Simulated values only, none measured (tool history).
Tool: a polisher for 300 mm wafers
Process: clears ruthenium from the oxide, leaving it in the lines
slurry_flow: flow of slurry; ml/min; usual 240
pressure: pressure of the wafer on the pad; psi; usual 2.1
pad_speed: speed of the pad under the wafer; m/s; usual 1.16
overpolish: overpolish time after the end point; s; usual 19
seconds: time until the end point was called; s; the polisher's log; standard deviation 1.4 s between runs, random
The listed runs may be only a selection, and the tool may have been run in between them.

run    hour  slurry_flow  pressure  pad_speed  overpolish  wafers since the last listed run  wafers polished on this pad  hours since the slurry nozzle was cleaned  hours since the head pressure was calibrated  incoming thickness of the incoming film, nm  seconds
  1     0.0          240       2.1       1.06          19                                 0                         2511                                      596.5                                         238.5                                        100.5     97.6
  2    41.2          240       2.1       1.06          19                               441                         2953                                      637.7                                         279.7                                        101.6    100.8
  3    84.1          265       2.1       1.38          19                               460                         3413                                      680.6                                         322.6                                         99.9     80.7
      128.0  -- worn pad replaced by a new one
      152.9  -- slurry nozzle cleaned
  4   161.5          265       2.1       1.38          19                               776                          348                                        8.6                                         400.0                                         99.1     75.9
  5   234.9          265       2.1       1.38          19                               787                         1136                                       82.0                                         473.4                                         98.6     77.2
  6   303.5          240       2.1       1.16          19                               735                         1872                                      150.6                                         542.0                                         98.9     88.3
  7   406.7          240       2.1       1.16          19                              1107                         2979                                      253.8                                         645.2                                        100.7     91.1
  8   456.3          240       1.6       1.16          19                               532                         3511                                      303.4                                         694.8                                        100.6    118.8
      535.1  -- worn pad replaced by a new one
  9   535.6          240       2.1       1.16          19                               807                            5                                      382.7                                         774.1                                        100.8     92.2
 10   630.5          305       2.1       1.16          19                              1018                         1023                                      477.6                                         869.0                                        100.0     88.0
      710.5  -- head pressure recalibrated
 11   738.2          240       2.6       1.30          19                              1133                         2157                                      585.3                                          27.7                                         99.6     68.8
 12   780.0          240       2.1       1.04          19                               448                         2605                                      627.1                                          69.5                                        101.1    100.3
 13   819.2          185       2.1       1.16          19                               420                         3026                                      666.3                                         108.7                                        101.0    102.0
 14   867.5          240       2.1       1.16          19                               518                         3544                                      714.6                                         157.0                                         99.3     91.4
      924.6  -- worn pad replaced by a new one
      933.0  -- slurry nozzle cleaned
 15  1128.5          170       2.6       0.92          13                              2746                         2176                                      195.5                                         418.0                                         98.2     88.6
 16  1218.3          265       1.7       1.16          19                               963                         3140                                      285.3                                         507.8                                         99.4    110.3
     1297.2  -- worn pad replaced by a new one
 17  1315.6          240       2.5       1.16          19                              1000                          197                                      382.6                                         605.1                                        100.2     77.8
 18  1389.6          240       2.1       1.16          19                               793                          991                                      456.6                                         679.1                                         99.3     90.4
     1476.5  -- head pressure recalibrated
     1625.1  -- slurry nozzle cleaned
     1655.6  -- worn pad replaced by a new one
 19  1700.0          240       2.1       1.52          13                              3254                          476                                       74.9                                         223.5                                         99.8     74.0
 20  1747.1          165       2.1       0.82          27                               505                          981                                      122.0                                         270.6                                        100.6    120.7
 21  1792.5          240       2.1       1.52          13                               487                         1468                                      167.4                                         316.0                                         98.7     71.1

For each run, what was the tool's unlogged condition?
removal rate lost through wear of the pad, %: 0 in every run
deviation of the head's pressure from its setpoint, %: 0 in every run
H1: slurry flow missing at the pad, %
run     H1
  1     32
  2   34.1
  3   36.4
  4  0.619
  5   4.48
  6   8.09
  7   13.5
  8   16.1
  9   20.3
 10   25.3
 11   30.9
 12   33.1
 13   35.2
 14   37.7
 15   15.6
 16   20.3
 17   25.4
 18   29.3
 19   6.24
 20   8.72
 21   11.1
